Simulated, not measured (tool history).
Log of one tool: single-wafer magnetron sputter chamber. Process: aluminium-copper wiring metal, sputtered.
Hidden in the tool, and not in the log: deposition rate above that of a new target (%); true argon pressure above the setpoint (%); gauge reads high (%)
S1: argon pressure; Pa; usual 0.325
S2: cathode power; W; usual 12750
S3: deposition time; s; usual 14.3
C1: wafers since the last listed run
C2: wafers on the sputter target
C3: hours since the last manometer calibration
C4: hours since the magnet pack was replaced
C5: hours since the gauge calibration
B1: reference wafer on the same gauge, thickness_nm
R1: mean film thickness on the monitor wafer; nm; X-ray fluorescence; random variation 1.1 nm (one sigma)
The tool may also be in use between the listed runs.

Run 1, hour 0: usual settings; C1 0; C2 6733; C3 699.9; C4 10020; C5 731.1; B1 254.221. Result: R1 292.719 nm.
At hour 69.9: sputter target and shields replaced.
Run 2, hour 70.4: usual settings; C1 963; C2 7; C3 770.3; C4 10090.4; C5 801.5; B1 254.047. Result: R1 305.982 nm.
Run 3, hour 128.2: usual settings; C1 892; C2 899; C3 828.1; C4 10148.2; C5 859.3; B1 254.082. Result: R1 305.677 nm.
Run 4, hour 167.6: usual settings; C1 608; C2 1507; C3 867.5; C4 10187.6; C5 898.7; B1 254.254. Result: R1 304.951 nm.
Run 5, hour 193: usual settings; C1 392; C2 1900; C3 892.9; C4 10213; C5 924.1; B1 254.215. Result: R1 302.02 nm.
Run 6, hour 230.4: usual settings; C1 577; C2 2477; C3 930.3; C4 10250.4; C5 961.5; B1 253.843. Result: R1 299.52 nm.
Run 7, hour 278.5: usual settings but S1 0.299 Pa, S2 10900 W; C1 742; C2 3220; C3 978.4; C4 10298.5; C5 1009.6; B1 254.199. Result: R1 260.289 nm.
Run 8, hour 317.5: usual settings but S1 0.299 Pa, S2 10900 W; C1 602; C2 3822; C3 1017.4; C4 10337.5; C5 1048.6; B1 253.938. Result: R1 259.694 nm.
At hour 405.9: gauge calibrated.
Run 9, hour 415.6: usual settings but S1 0.413 Pa; C1 1514; C2 5336; C3 1115.5; C4 10435.6; C5 9.7; B1 254.013. Result: R1 288.511 nm.
At hour 446.4: magnet pack replaced.
Run 10, hour 446.9: usual settings but S1 0.413 Pa; C1 359; C2 5696; C3 1146.8; C4 0.5; C5 41; B1 254.094. Result: R1 289.002 nm.
Run 11, hour 476.4: usual settings but S1 0.263 Pa; C1 455; C2 6152; C3 1176.3; C4 30; C5 70.5; B1 254.03. Result: R1 308.307 nm.
Run 12, hour 530.1: usual settings; C1 829; C2 6981; C3 1230; C4 83.7; C5 124.2; B1 253.805. Result: R1 299.08 nm.
Run 13, hour 593.1: usual settings; C1 972; C2 7954; C3 1293; C4 146.7; C5 187.2; B1 254.03. Result: R1 302.406 nm.
At hour 613.6: sputter target and shields replaced.
At hour 620.1: capacitance manometer re-zeroed and calibrated.
Run 14, hour 646: usual settings but S1 0.394 Pa, S2 9900 W, S3 13.2 s; C1 592; C2 400; C3 25.9; C4 199.6; C5 240.1; B1 254.064. Result: R1 208.54 nm.
Run 15, hour 696.3: usual settings; C1 776; C2 1177; C3 76.2; C4 249.9; C5 290.4; B1 254.154. Result: R1 301.452 nm.
Run 16, hour 732.7: usual settings but S1 0.215 Pa; C1 562; C2 1739; C3 112.6; C4 286.3; C5 326.8; B1 253.986. Result: R1 315.056 nm.
Run 17, hour 783.4: usual settings; C1 782; C2 2521; C3 163.3; C4 337; C5 377.5; B1 254.095. Result: R1 294.9 nm.
Run 18, hour 847.9: usual settings but S1 0.273 Pa, S2 14050 W, S3 15 s; C1 995; C2 3517; C3 227.8; C4 401.5; C5 442; B1 254.072. Result: R1 351.595 nm.
Run 19, hour 911.4: usual settings but S1 0.409 Pa, S3 12.8 s; C1 980; C2 4498; C3 291.3; C4 465; C5 505.5; B1 254.066. Result: R1 252.902 nm.
Run 20, hour 937.2: usual settings but S3 12.5 s; C1 398; C2 4896; C3 317.1; C4 490.8; C5 531.3; B1 253.868. Result: R1 257.101 nm.
Run 21, hour 981.8: usual settings but S1 0.211 Pa, S2 10050 W; C1 688; C2 5585; C3 361.7; C4 535.4; C5 575.9; B1 254.002. Result: R1 245.294 nm.
Run 22, hour 1034.5: usual settings but S1 0.299 Pa, S2 10900 W; C1 813; C2 6398; C3 414.4; C4 588.1; C5 628.6; B1 253.909. Result: R1 255.1 nm.
Run 23, hour 1083: usual settings but S1 0.204 Pa, S2 10050 W, S3 15.1 s; C1 748; C2 7147; C3 462.9; C4 636.6; C5 677.1; B1 254.074. Result: R1 260.447 nm.
At hour 1120.6: sputter target and shields replaced.
Run 24, hour 1153.5: usual settings but S1 0.389 Pa; C1 964; C2 507; C3 533.4; C4 707.1; C5 747.6; B1 254.056. Result: R1 294.913 nm.
Run 25, hour 1198.9: usual settings but S2 10300 W, S3 15.2 s; C1 700; C2 1208; C3 578.8; C4 752.5; C5 793; B1 254.283. Result: R1 258.65 nm.
Run 26, hour 1257.3: usual settings but S1 0.433 Pa, S2 11200 W, S3 16.2 s; C1 901; C2 2110; C3 637.2; C4 810.9; C5 851.4; B1 253.823. Result: R1 283.144 nm.

3 ways to go on from here, each from the tool as it stands after run 26. What would each give?
Run A, hour 1257.7: usual settings but S2 11200 W; C1 6; C2 2116; C3 637.6; C4 811.3; C5 851.8; B1 ?. Result: R1 ?.
Run B, hour 1257.7: usual settings but S1 0.289 Pa, S2 10850 W, S3 15.2 s; C1 6; C2 2116; C3 637.6; C4 811.3; C5 851.8; B1 ?. Result: R1 ?.
Run C, hour 1257.7: usual settings but S2 13700 W, S3 12.9 s; C1 6; C2 2116; C3 637.6; C4 811.3; C5 851.8; B1 ?. Result: R1 ?.

run       B1       R1
  A  253.855   262.44
  B  253.855  274.852
  C  253.855  289.592
Without the tool's hidden state the same runs would have given:
run       R1
  A  268.085
  B  280.879
  C   295.82
